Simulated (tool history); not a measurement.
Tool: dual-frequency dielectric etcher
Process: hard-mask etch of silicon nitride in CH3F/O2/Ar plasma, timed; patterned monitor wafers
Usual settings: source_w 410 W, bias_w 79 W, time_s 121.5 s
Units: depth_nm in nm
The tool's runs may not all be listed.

run,day,source_w,bias_w,time_s,wafers since the last listed run,hours since the last wet clean,hours since the last source power generator calibration,hours since the last bias power generator calibration,hours since the last upper electrode change,hours since the gauge calibration,"read-back reference wafer on the same gauge, depth_nm",depth_nm
1,0,410,93,121.5,0,164.4,3423.9,4081.5,4722.9,74.5,99.6,97.6
2,1.075,410,93,121.5,179,190.2,3449.7,4107.3,4748.7,100.3,99.5,98.4
3,2.383,370,93,121.5,218,221.6,3481.1,4138.7,4780.1,131.7,99.4,95
4,3.229,370,93,121.5,141,241.9,3501.4,4159,4800.4,152,99.3,94
5,4.262,370,93,121.5,172,266.7,3526.2,4183.8,4825.2,176.8,99.3,95
6,4.829,410,79,121.5,94,280.3,3539.8,4197.4,4838.8,190.4,99.2,89.7
7,5.875,480,79,147,174,305.4,3564.9,4222.5,4863.9,215.5,99.4,114.2
8,6.383,480,79,147,84,317.6,3577.1,4234.7,4876.1,227.7,98.9,117
9,6.892,480,79,147,84,329.8,3589.3,4246.9,4888.3,239.9,99,115.6
10,8.75,490,79,121.5,310,374.4,3633.9,4291.5,4932.9,284.5,99.5,96.7
11,9.55,490,79,121.5,133,393.6,3653.1,4310.7,4952.1,303.7,99.6,96.1
12,10.9,430,79,121.5,225,426,3685.5,4343.1,4984.5,336.1,99.3,90.6
13,11.617,430,79,121.5,119,443.2,3702.7,4360.3,5001.7,353.3,99.5,91.2

The next listed run, before its measurement:
14,12.675,410,79,121.5,176,468.6,3728.1,4385.7,5027.1,378.7,?,?

Run 14 gave read-back reference wafer on the same gauge, depth_nm 99.3, depth_nm 90.3 nm.
Without the tool's hidden state the same run would have given depth_nm 90.3 nm.
